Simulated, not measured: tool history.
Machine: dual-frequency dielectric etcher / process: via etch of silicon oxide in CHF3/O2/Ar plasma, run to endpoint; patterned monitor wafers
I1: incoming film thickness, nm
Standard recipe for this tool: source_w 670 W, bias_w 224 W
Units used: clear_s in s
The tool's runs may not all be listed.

{"run": 1, "hour": 0.0, "source_w": 780, "bias_w": 224, "I1": 684.3, "clear_s": 287.2}
{"run": 2, "hour": 89.4, "source_w": 570, "bias_w": 247, "I1": 681.9, "clear_s": 315.7}
{"run": 3, "hour": 193.0, "source_w": 670, "bias_w": 224, "I1": 685.6, "clear_s": 297}
{"run": 4, "hour": 294.9, "source_w": 670, "bias_w": 224, "I1": 682.9, "clear_s": 291.4}
{"run": 5, "hour": 535.4, "source_w": 590, "bias_w": 224, "I1": 680.5, "clear_s": 318.1}
{"run": 6, "hour": 620.7, "source_w": 670, "bias_w": 224, "I1": 682.2, "clear_s": 300.9}
{"run": 7, "hour": 701.7, "source_w": 670, "bias_w": 224, "I1": 684.1, "clear_s": 307.5}
{"run": 8, "hour": 763.4, "source_w": 670, "bias_w": 224, "I1": 688, "clear_s": 304.9}
{"run": 9, "hour": 862.1, "source_w": 670, "bias_w": 224, "I1": 688.1, "clear_s": 302.7}
{"run": 10, "hour": 918.7, "source_w": 670, "bias_w": 224, "I1": 681, "clear_s": 294.6}
{"run": 11, "hour": 1004.6, "source_w": 670, "bias_w": 224, "I1": 686.2, "clear_s": 299}
{"run": 12, "hour": 1074.5, "source_w": 670, "bias_w": 224, "I1": 679.9, "clear_s": 293.3}
{"run": 13, "hour": 1161.9, "source_w": 670, "bias_w": 224, "I1": 682.9, "clear_s": 306.4}
{"run": 14, "hour": 1260.3, "source_w": 670, "bias_w": 224, "I1": 687.9, "clear_s": 303.5}
{"run": 15, "hour": 1363.7, "source_w": 820, "bias_w": 224, "I1": 684.7, "clear_s": 279.2}
{"run": 16, "hour": 1425.5, "source_w": 720, "bias_w": 200, "I1": 686.4, "clear_s": 299.9}
{"run": 17, "hour": 1513.6, "source_w": 670, "bias_w": 224, "I1": 684, "clear_s": 299.2}
{"run": 18, "hour": 1582.7, "source_w": 670, "bias_w": 224, "I1": 678, "clear_s": 298.3}
{"run": 19, "hour": 1673.1, "source_w": 670, "bias_w": 224, "I1": 688.3, "clear_s": 296.4}
{"run": 20, "hour": 1719.6, "source_w": 780, "bias_w": 261, "I1": 679.9, "clear_s": 259}
{"run": 21, "hour": 1785.1, "source_w": 670, "bias_w": 224, "I1": 680.1, "clear_s": 292.3}
{"run": 22, "hour": 1831.5, "source_w": 520, "bias_w": 181, "I1": 687.1, "clear_s": 350.4}
{"run": 23, "hour": 1888.1, "source_w": 540, "bias_w": 224, "I1": 679.5, "clear_s": 335.2}
{"run": 24, "hour": 1935.7, "source_w": 740, "bias_w": 224, "I1": 678.8, "clear_s": 293}
{"run": 25, "hour": 2010.4, "source_w": 740, "bias_w": 274, "I1": 687.3, "clear_s": 274.2}
{"run": 26, "hour": 2050.5, "source_w": 770, "bias_w": 279, "I1": 678.6, "clear_s": 271.8}
{"run": 27, "hour": 2157.9, "source_w": 770, "bias_w": 209, "I1": 683, "clear_s": 297.8}
{"run": 28, "hour": 2246.6, "source_w": 670, "bias_w": 224, "I1": 677.3, "clear_s": 300.8}
{"run": 29, "hour": 2301.0, "source_w": 670, "bias_w": 254, "I1": 676.3, "clear_s": 283}
{"run": 30, "hour": 2348.2, "source_w": 670, "bias_w": 224, "I1": 681.6, "clear_s": 300.5}
{"run": 31, "hour": 2436.4, "source_w": 610, "bias_w": 170, "I1": 679.5, "clear_s": 338.2}
{"run": 32, "hour": 2477.7, "source_w": 530, "bias_w": 224, "I1": 683, "clear_s": 326.5}
{"run": 33, "hour": 2570.9, "source_w": 670, "bias_w": 224, "I1": 679.4, "clear_s": 305.4}
{"run": 34, "hour": 2889.4, "source_w": 500, "bias_w": 250, "I1": 683.2, "clear_s": 320.7}
{"run": 35, "hour": 2975.9, "source_w": 670, "bias_w": 224, "I1": 683, "clear_s": 292.8}

Removed from this log: 8 entries logged between the listed runs. Between which two listed runs does each belong, and how does the tool's hidden state at the listed run before it compare with that at the listed run after it?
In the gap between runs 4 and 5: wet clean of the chamber (hour 373.3)
  etch rate over this chamber's usual, %: 4.14 -> 1.54
  measured value less the no-hidden-state value, clear_s: -12 -> -4.9 s
In the gap between runs 5 and 6: upper electrode replaced (hour 593)
  etch rate over this chamber's usual, %: 1.54 -> 2.15
  measured value less the no-hidden-state value, clear_s: -4.9 -> -6.5 s
In the gap between runs 7 and 8: source power generator calibrated (hour 749.4)
  etch rate over this chamber's usual, %: 2.73 -> 3.17
  measured value less the no-hidden-state value, clear_s: -8.4 -> -9.7 s
In the gap between runs 12 and 13: wet clean of the chamber (hour 1113.1)
  etch rate over this chamber's usual, %: 5.4 -> 0.458
  measured value less the no-hidden-state value, clear_s: -15.8 -> -1.4 s
In the gap between runs 15 and 16: bias power generator calibrated (hour 1387.9)
  etch rate over this chamber's usual, %: 1.9 -> 2.35
  measured value less the no-hidden-state value, clear_s: -5.3 -> -7 s
In the gap between runs 22 and 23: wet clean of the chamber (hour 1887.6)
  etch rate over this chamber's usual, %: 5.26 -> -0.0921
  measured value less the no-hidden-state value, clear_s: -18.4 -> +0.3 s
In the gap between runs 32 and 33: wet clean of the chamber (hour 2512)
  etch rate over this chamber's usual, %: 4.13 -> 0.512
  measured value less the no-hidden-state value, clear_s: -13.4 -> -1.5 s
In the gap between runs 33 and 34: upper electrode replaced (hour 2839.3)
  etch rate over this chamber's usual, %: 0.512 -> 2.79
  measured value less the no-hidden-state value, clear_s: -1.5 -> -9 s

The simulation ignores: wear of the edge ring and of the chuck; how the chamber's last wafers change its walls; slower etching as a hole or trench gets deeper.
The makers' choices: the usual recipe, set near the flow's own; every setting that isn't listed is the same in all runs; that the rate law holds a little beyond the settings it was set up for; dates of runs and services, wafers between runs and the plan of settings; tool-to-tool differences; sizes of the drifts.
